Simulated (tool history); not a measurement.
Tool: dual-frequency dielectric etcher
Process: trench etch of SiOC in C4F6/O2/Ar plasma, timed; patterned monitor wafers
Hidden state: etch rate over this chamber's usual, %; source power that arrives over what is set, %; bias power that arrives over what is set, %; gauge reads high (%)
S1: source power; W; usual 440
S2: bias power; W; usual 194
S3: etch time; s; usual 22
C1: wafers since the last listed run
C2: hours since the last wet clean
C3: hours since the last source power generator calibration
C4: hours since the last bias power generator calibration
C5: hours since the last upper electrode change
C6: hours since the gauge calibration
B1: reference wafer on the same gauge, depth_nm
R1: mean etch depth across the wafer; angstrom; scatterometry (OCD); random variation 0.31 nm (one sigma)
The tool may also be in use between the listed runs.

run    hour   S1   S2    S3    C1     C2      C3      C4      C5      C6     B1     R1
  1       0  440  175    22     0   24.1  1392.3  1756.6  1566.9    1469  51.31  485.9
        5.2  -- bias power generator calibrated
  2    46.6  440  194    19   901   70.7  1438.9    41.4  1613.5  1515.6  51.46  430.4
  3   146.8  440  194    22  2121  170.9  1539.1   141.6  1713.7  1615.8  51.34  498.4
  4   254.6  440  194    22  2282  278.7  1646.9   249.4  1821.5  1723.6  51.51  493.8
  5   438.1  440  194    22  3884  462.2  1830.4   432.9    2005  1907.1  51.26  489.4
      540.6  -- wet clean of the chamber
  6   541.1  440  194    22  1672    0.5  1933.4   535.9    2108  2010.1  51.43  490.7
  7   645.7  440  169    22  2214  105.1    2038   640.5  2212.6  2114.7  51.33  474.3
      653.5  -- source power generator calibrated
  8   684.3  440  169    22   732  143.7    30.8   679.1  2251.2  2153.3  51.43  490.7
  9   750.8  440  169    22  1407  210.2    97.3   745.6  2317.7  2219.8  51.39  488.7
 10     810  440  219    22  1253  269.4   156.5   804.8  2376.9    2279  51.38  514.3
 11   896.5  440  219    22  1831  355.9     243   891.3  2463.4  2365.5  51.28  521.3
        939  -- upper electrode replaced, of another model than before
 12     953  440  219    22   688  412.4   299.5   947.8      14    2422  51.41  525.3
     1005.1  -- gauge calibrated
 13  1049.2  410  216    22  2036  508.6   395.7    1044   110.2    44.1  51.36  513.9
     1174.9  -- wet clean of the chamber
 14  1175.4  440  194    22  2163    0.5   521.9  1170.2   236.4   170.3  51.32  505.8
 15  1230.4  440  152    22  1164   55.5   576.9  1225.2   291.4   225.3  51.51  454.1
 16    1328  370  150  20.5  2066  153.1   674.5  1322.8     389   322.9  51.57  398.6
 17  1434.9  440  194    22  2263    260   781.4  1429.7   495.9   429.8   51.4    497
 18  1476.2  440  226    22   874  301.3   822.7    1471   537.2   471.1  51.33  530.5
     1537.8  -- bias power generator calibrated
 19  1577.3  400  146  18.5  2055  402.4   923.8    39.5   638.3   572.2  51.49  365.5
     1672.6  -- wet clean of the chamber
 20  1673.9  440  240    22  1536    1.3  1020.4   136.1   734.9   668.8  51.56  546.6
 21  1729.1  370  158    22  1168   56.5  1075.6   191.3   790.1     724  51.28  436.3
 22  1806.2  440  194  19.5  1632  133.6  1152.7   268.4   867.2   801.1   51.3  438.8
 23  1922.6  410  151    22  2464    250  1269.1   384.8   983.6   917.5   51.4  440.6
 24  2029.5  440  194  16.5  2263  356.9    1376   491.7  1090.5  1024.4  51.23  375.4
 25  2130.7  440  167  15.5  2142  458.1  1477.2   592.9  1191.7  1125.6  51.28    330
     2206.7  -- wet clean of the chamber
 26  2237.7  500  194    16  1757     31  1584.2   699.9  1298.7  1232.6  51.41  379.9
 27  2303.8  350  161    22  1399   97.1  1650.3     766  1364.8  1298.7  51.48  431.3
 28  2379.7  440  159  23.5  1606    173  1726.2   841.9  1440.7  1374.6  51.42  489.6
 29  2486.1  550  149    22  2252  279.4  1832.6   948.3  1547.1    1481  51.44  474.4
 30  2542.7  440  194    22  1198    336  1889.2  1004.9  1603.7  1537.6  51.25  497.9

3 ways to go on from here, each from the tool as it stands after run 30. What would each give?
  A  2543.1  440  158  22   8  336.4  1889.6  1005.3  1604.1  1538   ?   ?
  B  2543.1  440  161  22   8  336.4  1889.6  1005.3  1604.1  1538   ?   ?
  C  2543.1  330  181  16   8  336.4  1889.6  1005.3  1604.1  1538   ?   ?

run     B1     R1
  A  51.48  458.2
  B  51.48  461.8
  C  51.48  324.7
Without the tool's hidden state the same runs would have given:
run     R1
  A  465.2
  B  468.8
  C  329.5
